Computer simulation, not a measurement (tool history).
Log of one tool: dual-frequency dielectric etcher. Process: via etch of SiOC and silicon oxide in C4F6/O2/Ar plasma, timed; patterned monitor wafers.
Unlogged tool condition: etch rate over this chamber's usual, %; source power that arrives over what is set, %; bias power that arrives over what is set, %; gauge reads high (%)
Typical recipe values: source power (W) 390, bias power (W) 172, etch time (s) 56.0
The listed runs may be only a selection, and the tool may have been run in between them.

run   hour  source power (W)  bias power (W)  etch time (s)  wafers since the last listed run  hours since the last wet clean  hours since the last source power generator calibration  hours since the last bias power generator calibration  hours since the last upper electrode change  hours since the gauge calibration  read-back reference wafer on the same gauge, depth_nm  mean etch depth across the wafer (nm)
  1    0.0               390             172           56.0                                 0                           203.3                                                   2428.5                                                 3232.7                                       2056.8                              502.6                                                   62.9                                   59.3
  2   54.7               390             172           56.0                               589                           258.0                                                   2483.2                                                 3287.4                                       2111.5                              557.3                                                   62.9                                   59.4
  3   85.8               390             172           56.0                               334                           289.1                                                   2514.3                                                 3318.5                                       2142.6                              588.4                                                   62.9                                   59.3
     147.8  -- gauge calibrated
     161.7  -- wet clean of the chamber
  4  162.2               450             172           56.0                               564                             0.5                                                   2590.7                                                 3394.9                                       2219.0                               14.4                                                   62.9                                   64.8
  5  242.7               390             172           56.0                               867                            81.0                                                   2671.2                                                 3475.4                                       2299.5                               94.9                                                   62.9                                   59.5
  6  272.3               390             197           56.0                               318                           110.6                                                   2700.8                                                 3505.0                                       2329.1                              124.5                                                   62.9                                   62.4
  7  328.0               390             197           56.0                               599                           166.3                                                   2756.5                                                 3560.7                                       2384.8                              180.2                                                   62.9                                   62.5
  8  397.0               360             172           56.0                               743                           235.3                                                   2825.5                                                 3629.7                                       2453.8                              249.2                                                   62.9                                   56.4
  9  480.5               360             172           56.0                               899                           318.8                                                   2909.0                                                 3713.2                                       2537.3                              332.7                                                   63.0                                   56.5
     505.3  -- bias power generator calibrated
 10  508.8               390             172           56.0                               261                           347.1                                                   2937.3                                                    3.5                                       2565.6                              361.0                                                   62.9                                   59.4
     533.8  -- wet clean of the chamber
 11  578.4               390             172           56.0                               491                            44.6                                                   3006.9                                                   73.1                                       2635.2                              430.6                                                   62.9                                   59.4
 12  612.1               390             172           56.0                               362                            78.3                                                   3040.6                                                  106.8                                       2668.9                              464.3                                                   62.9                                   59.4
 13  640.8               390             172           56.0                               309                           107.0                                                   3069.3                                                  135.5                                       2697.6                              493.0                                                   62.9                                   59.3
 14  673.6               390             172           49.5                               353                           139.8                                                   3102.1                                                  168.3                                       2730.4                              525.8                                                   62.9                                   52.5
 15  701.0               390             187           56.0                               295                           167.2                                                   3129.5                                                  195.7                                       2757.8                              553.2                                                   62.9                                   61.1

Run 16 comes next. What will it give?
 16  760.9               360             214           56.0                               645                           227.1                                                   3189.4                                                  255.6                                       2817.7                              613.1                                                      ?                                      ?

read-back reference wafer on the same gauge, depth_nm: 62.9
mean etch depth across the wafer (nm): 61.3
With the hidden condition absent and the run-to-run variation left alone, this run would have shown mean etch depth across the wafer (nm) 61.3.

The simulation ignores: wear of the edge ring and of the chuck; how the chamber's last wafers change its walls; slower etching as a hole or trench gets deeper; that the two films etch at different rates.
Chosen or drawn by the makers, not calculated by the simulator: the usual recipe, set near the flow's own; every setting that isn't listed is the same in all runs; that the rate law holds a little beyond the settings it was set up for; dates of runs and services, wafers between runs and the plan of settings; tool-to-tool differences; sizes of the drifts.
